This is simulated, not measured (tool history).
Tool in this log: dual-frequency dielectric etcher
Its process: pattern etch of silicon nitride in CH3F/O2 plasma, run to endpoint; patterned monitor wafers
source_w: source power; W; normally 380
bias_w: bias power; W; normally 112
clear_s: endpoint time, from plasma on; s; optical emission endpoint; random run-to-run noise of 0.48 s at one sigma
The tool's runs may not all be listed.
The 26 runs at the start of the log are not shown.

run	hour	source_w	bias_w	incoming incoming film thickness, nm	clear_s
27	1986.9	480	92	72.7	68.0
28	2027.8	380	126	72.8	66.1
29	2134.2	320	112	72.6	75.8
# hour 2242.2: wet clean of the chamber
30	2242.7	380	112	72.1	68.5
31	2279.8	380	112	72.0	68.5
32	2365.7	290	112	72.1	77.7
33	2426.8	380	112	72.4	67.9
34	2521.0	430	91	72.6	72.2

5 options for the next run, each taken on its own from the tool as it stands now. Forecast them:
A	2521.5	380	112	73.3	?
B	2521.5	470	124	73.3	?
C	2521.5	470	88	73.3	?
D	2521.5	330	90	73.3	?
E	2521.5	410	131	73.3	?

run	clear_s
A	70.3
B	61.8
C	70.5
D	81.4
E	63.9
Had the tool no hidden state, the same runs would have come out as:
run	clear_s
A	69.0
B	60.7
C	69.2
D	79.9
E	62.8
